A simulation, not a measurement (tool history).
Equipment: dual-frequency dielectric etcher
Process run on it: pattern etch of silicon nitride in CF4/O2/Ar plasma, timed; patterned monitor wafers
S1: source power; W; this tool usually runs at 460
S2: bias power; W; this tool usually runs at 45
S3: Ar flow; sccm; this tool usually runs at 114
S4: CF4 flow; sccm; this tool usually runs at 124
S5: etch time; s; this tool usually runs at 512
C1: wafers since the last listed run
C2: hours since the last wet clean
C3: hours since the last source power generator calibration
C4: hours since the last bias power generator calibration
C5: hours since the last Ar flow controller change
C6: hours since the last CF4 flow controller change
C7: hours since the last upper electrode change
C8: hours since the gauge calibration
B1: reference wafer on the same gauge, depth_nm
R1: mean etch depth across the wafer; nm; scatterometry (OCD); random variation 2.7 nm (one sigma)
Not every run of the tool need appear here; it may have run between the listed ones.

run 1 hour=0.0 | S1=460 S2=45 S3=114 S4=124 S5=512 | C1=0 C2=386.8 C3=1582.7 C4=1646.1 C5=3862.4 C6=1596.4 C7=3597.0 C8=104.5 | B1=928.2 | R1=813.1
run 2 hour=10.1 | S1=460 S2=45 S3=114 S4=124 S5=512 | C1=30 C2=396.9 C3=1592.8 C4=1656.2 C5=3872.5 C6=1606.5 C7=3607.1 C8=114.6 | B1=927.7 | R1=816.0
run 3 hour=16.1 | S1=460 S2=45 S3=114 S4=124 S5=512 | C1=18 C2=402.9 C3=1598.8 C4=1662.2 C5=3878.5 C6=1612.5 C7=3613.1 C8=120.6 | B1=929.3 | R1=814.7
-- hour=46.8 source power generator calibrated
-- hour=49.3 upper electrode replaced, of another model than before
-- hour=51.6 gauge calibrated
-- hour=52.6 bias power generator calibrated
-- hour=62.5 CF4 flow controller replaced
-- hour=69.3 Ar flow controller replaced
-- hour=74.2 wet clean of the chamber
run 4 hour=74.7 | S1=460 S2=45 S3=127 S4=124 S5=512 | C1=95 C2=0.5 C3=27.9 C4=22.1 C5=5.4 C6=12.2 C7=25.4 C8=23.1 | B1=927.8 | R1=839.4
run 5 hour=75.2 | S1=460 S2=45 S3=114 S4=124 S5=512 | C1=1 C2=1.0 C3=28.4 C4=22.6 C5=5.9 C6=12.7 C7=25.9 C8=23.6 | B1=927.6 | R1=852.5
run 6 hour=75.7 | S1=460 S2=45 S3=114 S4=124 S5=512 | C1=1 C2=1.5 C3=28.9 C4=23.1 C5=6.4 C6=13.2 C7=26.4 C8=24.1 | B1=928.1 | R1=844.4
run 7 hour=76.1 | S1=460 S2=45 S3=114 S4=124 S5=512 | C1=1 C2=1.9 C3=29.3 C4=23.5 C5=6.8 C6=13.6 C7=26.8 C8=24.5 | B1=927.3 | R1=848.7
run 8 hour=76.6 | S1=460 S2=51 S3=126 S4=124 S5=512 | C1=1 C2=2.4 C3=29.8 C4=24.0 C5=7.3 C6=14.1 C7=27.3 C8=25.0 | B1=928.0 | R1=855.2
run 9 hour=89.7 | S1=380 S2=45 S3=114 S4=145 S5=512 | C1=39 C2=15.5 C3=42.9 C4=37.1 C5=20.4 C6=27.2 C7=40.4 C8=38.1 | B1=927.9 | R1=792.0
run 10 hour=102.3 | S1=390 S2=38 S3=114 S4=124 S5=512 | C1=37 C2=28.1 C3=55.5 C4=49.7 C5=33.0 C6=39.8 C7=53.0 C8=50.7 | B1=927.4 | R1=766.7
run 11 hour=109.7 | S1=460 S2=45 S3=114 S4=124 S5=512 | C1=22 C2=35.5 C3=62.9 C4=57.1 C5=40.4 C6=47.2 C7=60.4 C8=58.1 | B1=927.7 | R1=843.4
run 12 hour=122.7 | S1=460 S2=38 S3=137 S4=124 S5=512 | C1=39 C2=48.5 C3=75.9 C4=70.1 C5=53.4 C6=60.2 C7=73.4 C8=71.1 | B1=927.2 | R1=815.2
run 13 hour=129.0 | S1=460 S2=52 S3=137 S4=143 S5=512 | C1=18 C2=54.8 C3=82.2 C4=76.4 C5=59.7 C6=66.5 C7=79.7 C8=77.4 | B1=927.1 | R1=859.8
run 14 hour=137.7 | S1=460 S2=50 S3=88 S4=124 S5=512 | C1=26 C2=63.5 C3=90.9 C4=85.1 C5=68.4 C6=75.2 C7=88.4 C8=86.1 | B1=928.2 | R1=885.4

3 options for the next run, each taken on its own from the tool as it stands now. Forecast them:
run A hour=138.3 | S1=460 S2=45 S3=114 S4=124 S5=512 | C1=1 C2=64.1 C3=91.5 C4=85.7 C5=69.0 C6=75.8 C7=89.0 C8=86.7 | B1=? | R1=?
run B hour=138.3 | S1=460 S2=38 S3=114 S4=154 S5=410 | C1=1 C2=64.1 C3=91.5 C4=85.7 C5=69.0 C6=75.8 C7=89.0 C8=86.7 | B1=? | R1=?
run C hour=138.3 | S1=380 S2=45 S3=114 S4=124 S5=512 | C1=1 C2=64.1 C3=91.5 C4=85.7 C5=69.0 C6=75.8 C7=89.0 C8=86.7 | B1=? | R1=?

run=A B1=928.5 R1=843.8
run=B B1=928.5 R1=684.5
run=C B1=928.5 R1=768.6
Stripped of hidden state, with their random variation kept, the same runs would have yielded:
run=A R1=848.2
run=B R1=688.1
run=C R1=772.6
